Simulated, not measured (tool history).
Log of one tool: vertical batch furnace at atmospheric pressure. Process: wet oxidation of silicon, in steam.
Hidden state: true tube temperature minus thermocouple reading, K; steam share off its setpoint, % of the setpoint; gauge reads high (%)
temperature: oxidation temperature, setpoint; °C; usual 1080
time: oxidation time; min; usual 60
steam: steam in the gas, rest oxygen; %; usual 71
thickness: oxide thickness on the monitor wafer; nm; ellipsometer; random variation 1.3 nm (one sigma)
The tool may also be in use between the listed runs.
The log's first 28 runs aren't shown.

run,day,temperature,time,steam,wafers since the last listed run,hours since the last temperature calibration,hours since the steam generator was serviced,hours since the gauge calibration,"read-back reference wafer on the same gauge, thickness",thickness
29,41.004,1080,60,78,949,107.3,178.2,514.6,516.7,567.31
30,41.621,1080,60,71,223,122.1,193,529.4,516.42,538.63
31,42.162,1080,60,71,196,135.1,206,542.4,516.45,537.06
32,43.538,1098,89,71,498,168.1,239,575.4,516.31,722.84
33,44.825,1080,60,71,466,199,269.9,606.3,515.45,536.88
34,45.562,1080,60,71,267,216.7,287.6,624,516.01,535.8
35,46.867,1087,60,59,472,248,318.9,655.3,516.03,497.14
36,47.471,1090,60,66,218,262.5,333.4,669.8,516.06,537.58
37,51.142,1080,60,71,1330,350.6,421.5,757.9,516.06,535.59
38,51.642,1080,60,71,181,362.6,433.5,769.9,516.08,538.2

3 ways to go on from here, each from the tool as it stands after run 38. What would each give?
A,51.867,1062,60,71,81,368,438.9,775.3,?,?
B,51.867,1060,83,71,81,368,438.9,775.3,?,?
C,51.867,1080,83.5,63,81,368,438.9,775.3,?,?

run,"read-back reference wafer on the same gauge, thickness",thickness
A,516.11,491.22
B,516.11,590.55
C,516.11,606.49
Without the tool's hidden state the same runs would have given:
run,thickness
A,491.22
B,590.55
C,606.49

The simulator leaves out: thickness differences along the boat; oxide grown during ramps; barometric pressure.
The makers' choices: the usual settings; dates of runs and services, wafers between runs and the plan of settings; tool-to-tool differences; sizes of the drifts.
